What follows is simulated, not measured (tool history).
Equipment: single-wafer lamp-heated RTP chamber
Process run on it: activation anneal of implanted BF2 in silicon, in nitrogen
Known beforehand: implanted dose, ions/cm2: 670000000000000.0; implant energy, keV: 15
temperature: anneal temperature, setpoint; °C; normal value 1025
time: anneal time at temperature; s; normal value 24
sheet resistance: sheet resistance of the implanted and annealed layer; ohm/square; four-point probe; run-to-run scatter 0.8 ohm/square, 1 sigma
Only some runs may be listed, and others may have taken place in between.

run     day  temperature  time  read-back reference wafer on the same gauge, sheet resistance  sheet resistance
  1       0         1025    24                                                         193.78            220.36
  2   1.354         1025    24                                                         194.04             221.1
  3   2.017         1025    24                                                         194.08            221.23
  4   2.738         1025    24                                                          194.2            219.97
  5   5.683         1025    24                                                         194.15            218.96
  6   6.225         1025    24                                                         194.16            227.14
  7   7.554         1025    24                                                         193.87            226.96
  8   8.242         1017    24                                                         193.94            239.79
  9   9.046         1025    24                                                         194.16            231.86
 10  10.121         1051    19                                                         193.87            218.52
 11  11.408         1017    24                                                          194.4            236.58
 12  12.475          998    17                                                         193.78            265.02
 13  13.267          995    35                                                          193.8            249.28
 14  14.004         1025    24                                                         193.78            229.77
 15  15.488         1034    24                                                         193.76            221.51
 16   16.55         1052    33                                                         194.29            204.25
 17  17.142          999    18                                                         194.12            258.71
 18  17.729         1000    32                                                         193.93            242.41
 19  19.129         1038    24                                                         193.96            217.09

Put back what was entered between runs (3 entries, withheld): which listed runs does each sit between, and how does the hidden state differ from the listed run before to the listed run after?
Run 5 -> run 6: pyrometer window cleaned and pyrometer calibrated (day 6.029)
  true wafer temperature minus pyrometer reading, K: 12.3 -> 1.62; wafer temperature error from the tarnished reflector plate, K: 9.74 -> 9.91
  what was measured, less what the result would be without the hidden state, sheet resistance: -17.13 -> -9.6 ohm/square
Run 7 -> run 8: reflector plate cleaned (day 7.904)
  true wafer temperature minus pyrometer reading, K: 2.69 -> 3.2; wafer temperature error from the tarnished reflector plate, K: 10.3 -> 0.583
  what was measured, less what the result would be without the hidden state, sheet resistance: -10.79 -> -3.56 ohm/square
Run 9 -> run 10: gauge calibrated (day 9.138)
  true wafer temperature minus pyrometer reading, K: 3.78 -> 4.5; wafer temperature error from the tarnished reflector plate, K: 0.845 -> 1.2
  what was measured, less what the result would be without the hidden state, sheet resistance: -3.99 -> -3.6 ohm/square

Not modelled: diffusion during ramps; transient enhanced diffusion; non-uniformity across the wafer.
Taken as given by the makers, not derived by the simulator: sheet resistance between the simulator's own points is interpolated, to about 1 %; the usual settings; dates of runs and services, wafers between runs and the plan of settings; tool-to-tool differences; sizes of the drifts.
